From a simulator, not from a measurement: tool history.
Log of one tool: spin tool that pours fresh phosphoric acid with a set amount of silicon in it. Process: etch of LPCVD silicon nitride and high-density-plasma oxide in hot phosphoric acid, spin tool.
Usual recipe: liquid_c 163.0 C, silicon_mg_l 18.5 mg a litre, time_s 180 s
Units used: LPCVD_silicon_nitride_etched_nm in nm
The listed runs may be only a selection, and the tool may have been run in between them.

run,hour,liquid_c,silicon_mg_l,time_s,"read-back film thickness of the LPCVD silicon nitride reference wafer, read on the same gauge (nm)",LPCVD_silicon_nitride_etched_nm
1,0.0,163.0,13.0,180,150.03,19.64
2,73.2,163.0,13.0,180,150.02,19.73
3,144.6,163.0,13.0,180,149.94,19.78
4,189.0,163.0,18.5,180,149.99,19.81
# hour 201.1: gauge calibrated
5,288.6,163.0,18.5,180,150.02,19.81
6,326.6,163.0,18.5,150,149.99,16.52
# hour 395.5: heated supply line repaired
# hour 541.5: thermometer replaced
7,556.5,160.5,28.0,215,150.04,21.67
8,602.7,163.0,18.5,215,150.05,23.55
9,655.4,163.0,18.5,180,150.01,19.79
10,756.4,163.0,4.5,145,150.01,16.04
11,797.4,163.0,4.5,180,149.94,19.75
# hour 848.8: dissolved silicon flow meter replaced
12,874.9,163.0,30.5,150,150.07,16.54
13,957.8,165.0,32.5,150,149.98,17.77
14,1000.2,163.0,18.5,180,150.02,19.96
15,1036.7,163.0,18.5,180,150.00,20.16
16,1093.6,164.5,27.0,275,149.98,32.01
17,1194.8,160.5,6.5,115,150.05,11.80
18,1279.5,163.0,18.5,180,149.96,20.03
19,1335.2,163.0,18.5,95,149.97,10.64
20,1390.2,164.5,32.5,230,149.96,27.25
# hour 1463.6: gauge calibrated
21,1495.0,163.0,18.5,95,149.99,10.67

4 options for the next run, each taken on its own from the tool as it stands now. Forecast them:
A,1495.5,163.0,18.5,245,?,?
B,1495.5,165.0,25.5,110,?,?
C,1495.5,163.0,6.0,180,?,?
D,1495.5,163.0,28.5,85,?,?

run,"read-back film thickness of the LPCVD silicon nitride reference wafer, read on the same gauge (nm)",LPCVD_silicon_nitride_etched_nm
A,150.03,27.61
B,150.03,13.24
C,150.03,20.28
D,150.03,9.58
Take away the tool's hidden state, keep each run's random variation, and the runs would have read:
run,LPCVD_silicon_nitride_etched_nm
A,26.81
B,12.86
C,19.70
D,9.30
